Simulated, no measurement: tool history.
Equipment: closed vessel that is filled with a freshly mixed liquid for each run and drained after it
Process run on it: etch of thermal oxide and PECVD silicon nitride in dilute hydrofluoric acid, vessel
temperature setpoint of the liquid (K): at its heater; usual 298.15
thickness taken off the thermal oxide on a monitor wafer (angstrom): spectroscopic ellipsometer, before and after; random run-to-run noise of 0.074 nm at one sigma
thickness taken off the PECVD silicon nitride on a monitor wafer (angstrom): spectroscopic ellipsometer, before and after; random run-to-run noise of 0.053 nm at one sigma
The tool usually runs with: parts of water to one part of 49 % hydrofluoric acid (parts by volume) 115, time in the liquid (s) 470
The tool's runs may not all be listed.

| run | hour | temperature setpoint of the liquid (K) | parts of water to one part of 49 % hydrofluoric acid (parts by volume) | time in the liquid (s) | wafers since the last listed run | hours since the thermometer was replaced | hours since the hydrofluoric acid flow meter was replaced | hours since the gauge calibration | read-back film thickness of the thermal oxide reference wafer, read on the same gauge (nm) | read-back film thickness of the PECVD silicon nitride reference wafer, read on the same gauge (nm) | thickness taken off the thermal oxide on a monitor wafer (angstrom) | thickness taken off the PECVD silicon nitride on a monitor wafer (angstrom) |
|---|---|---|---|---|---|---|---|---|---|---|---|---|
| 1 | 0 | 296.15 | 115 | 470 | 0 | 1960 | 1834.2 | 669.3 | 30.01 | 69.99 | 152.3 | 62.2 |
| 2 | 21.4 | 298.15 | 70 | 545 | 1268 | 1981.4 | 1855.6 | 690.7 | 30.01 | 70.02 | 330.2 | 133.2 |
| 3 | 45.6 | 298.15 | 115 | 470 | 1434 | 2005.6 | 1879.8 | 714.9 | 29.98 | 70 | 165.6 | 70.5 |
| 4 | 78.7 | 299.65 | 140 | 195 | 1962 | 2038.7 | 1912.9 | 748 | 30 | 69.99 | 57.8 | 27 |
| 5 | 97.3 | 298.15 | 115 | 470 | 1102 | 2057.3 | 1931.5 | 766.6 | 29.98 | 70 | 163.8 | 69.9 |
|  | 159.1 | thermometer replaced |
| 6 | 203.7 | 294.15 | 115 | 540 | 6249 | 44.6 | 2037.9 | 873 | 29.98 | 69.99 | 174.9 | 70.5 |
| 7 | 228.8 | 301.65 | 115 | 470 | 1488 | 69.7 | 2063 | 898.1 | 30.04 | 69.99 | 202.6 | 100.9 |
| 8 | 253.7 | 298.15 | 140 | 740 | 1476 | 94.6 | 2087.9 | 923 | 30.01 | 70 | 221.2 | 104 |
| 9 | 279.4 | 294.15 | 115 | 540 | 1523 | 120.3 | 2113.6 | 948.7 | 30.01 | 69.99 | 173.3 | 70.7 |
| 10 | 293.1 | 302.15 | 90 | 645 | 812 | 134 | 2127.3 | 962.4 | 30 | 70.01 | 372.8 | 178.4 |
|  | 315.3 | hydrofluoric acid flow meter replaced |
| 11 | 316.3 | 301.65 | 135 | 470 | 1316 | 157.2 | 1 | 985.6 | 29.98 | 70.01 | 168.3 | 84.4 |
| 12 | 337.2 | 299.65 | 65 | 335 | 1239 | 178.1 | 21.9 | 1006.5 | 30 | 69.99 | 252.5 | 109.4 |

The next listed run, before its measurement:
| 13 | 353.1 | 298.15 | 115 | 470 | 942 | 194 | 37.8 | 1022.4 | ? | ? | ? | ? |

Run 13 gave read-back film thickness of the thermal oxide reference wafer, read on the same gauge (nm) 29.99, read-back film thickness of the PECVD silicon nitride reference wafer, read on the same gauge (nm) 70, thickness taken off the thermal oxide on a monitor wafer (angstrom) 176.5, thickness taken off the PECVD silicon nitride on a monitor wafer (angstrom) 78.7.
Minus the tool's unlogged condition, the same run would have read thickness taken off the thermal oxide on a monitor wafer (angstrom) 179.1, thickness taken off the PECVD silicon nitride on a monitor wafer (angstrom) 80.7.
